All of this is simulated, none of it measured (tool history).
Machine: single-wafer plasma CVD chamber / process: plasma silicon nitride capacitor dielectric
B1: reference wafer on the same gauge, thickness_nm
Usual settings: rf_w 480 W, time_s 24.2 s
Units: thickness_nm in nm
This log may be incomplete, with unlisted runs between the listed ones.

{"run": 1, "hour": 0.0, "rf_w": 480, "time_s": 24.2, "B1": 45.444, "thickness_nm": 38.416}
{"run": 2, "hour": 96.7, "rf_w": 480, "time_s": 24.2, "B1": 45.404, "thickness_nm": 38.517}
{"run": 3, "hour": 145.2, "rf_w": 455, "time_s": 24.2, "B1": 45.446, "thickness_nm": 38.015}
{"run": 4, "hour": 240.9, "rf_w": 480, "time_s": 24.2, "B1": 45.42, "thickness_nm": 38.34}
{"run": 5, "hour": 342.2, "rf_w": 480, "time_s": 24.2, "B1": 45.414, "thickness_nm": 38.323}
{"run": 6, "hour": 405.1, "rf_w": 440, "time_s": 21.1, "B1": 45.339, "thickness_nm": 32.793}
{"run": 7, "hour": 460.7, "rf_w": 440, "time_s": 21.1, "B1": 45.4, "thickness_nm": 32.702}
{"run": 8, "hour": 530.0, "rf_w": 440, "time_s": 21.1, "B1": 45.384, "thickness_nm": 32.483}
{"run": 9, "hour": 615.0, "rf_w": 480, "time_s": 24.2, "B1": 45.417, "thickness_nm": 38.242}
{"run": 10, "hour": 677.3, "rf_w": 480, "time_s": 24.2, "B1": 45.399, "thickness_nm": 37.867}
{"run": 11, "hour": 753.1, "rf_w": 480, "time_s": 25.7, "B1": 45.405, "thickness_nm": 40.47}
{"run": 12, "hour": 817.1, "rf_w": 480, "time_s": 25.7, "B1": 45.409, "thickness_nm": 40.339}
{"hour": 870.4, "done": "RF generator calibrated"}
{"run": 13, "hour": 880.8, "rf_w": 480, "time_s": 25.7, "B1": 45.352, "thickness_nm": 40.89}
{"run": 14, "hour": 942.5, "rf_w": 480, "time_s": 24.2, "B1": 45.413, "thickness_nm": 38.602}
{"run": 15, "hour": 1034.8, "rf_w": 480, "time_s": 24.2, "B1": 45.454, "thickness_nm": 38.509}
{"run": 16, "hour": 1102.8, "rf_w": 480, "time_s": 24.2, "B1": 45.402, "thickness_nm": 38.433}
{"run": 17, "hour": 1143.5, "rf_w": 415, "time_s": 25.4, "B1": 45.389, "thickness_nm": 39.116}
{"run": 18, "hour": 1207.6, "rf_w": 415, "time_s": 25.4, "B1": 45.386, "thickness_nm": 39.06}
{"run": 19, "hour": 1307.2, "rf_w": 415, "time_s": 25.4, "B1": 45.434, "thickness_nm": 38.903}
{"run": 20, "hour": 1389.1, "rf_w": 540, "time_s": 26.7, "B1": 45.398, "thickness_nm": 43.157}
{"run": 21, "hour": 1443.0, "rf_w": 520, "time_s": 20.3, "B1": 45.399, "thickness_nm": 32.57}
{"run": 22, "hour": 1543.7, "rf_w": 440, "time_s": 21.1, "B1": 45.435, "thickness_nm": 32.619}
{"hour": 1565.3, "done": "showerhead replaced"}
{"run": 23, "hour": 1637.3, "rf_w": 520, "time_s": 27.3, "B1": 45.39, "thickness_nm": 43.727}
{"run": 24, "hour": 1733.7, "rf_w": 480, "time_s": 20.0, "B1": 45.407, "thickness_nm": 31.389}
{"run": 25, "hour": 1817.5, "rf_w": 480, "time_s": 21.3, "B1": 45.401, "thickness_nm": 33.339}
{"run": 26, "hour": 1903.8, "rf_w": 480, "time_s": 28.5, "B1": 45.409, "thickness_nm": 44.618}
{"hour": 1966.0, "done": "gauge calibrated"}
{"run": 27, "hour": 1973.5, "rf_w": 480, "time_s": 24.2, "B1": 45.438, "thickness_nm": 37.818}

Run 28 has not been measured yet. What should we expect?
{"run": 28, "hour": 2029.8, "rf_w": 410, "time_s": 21.5, "B1": "?", "thickness_nm": "?"}

For run 28 the tool returned B1 45.407, thickness_nm 32.545 nm.
The same run, on a tool lacking any hidden state, would have yielded thickness_nm 33.199 nm.
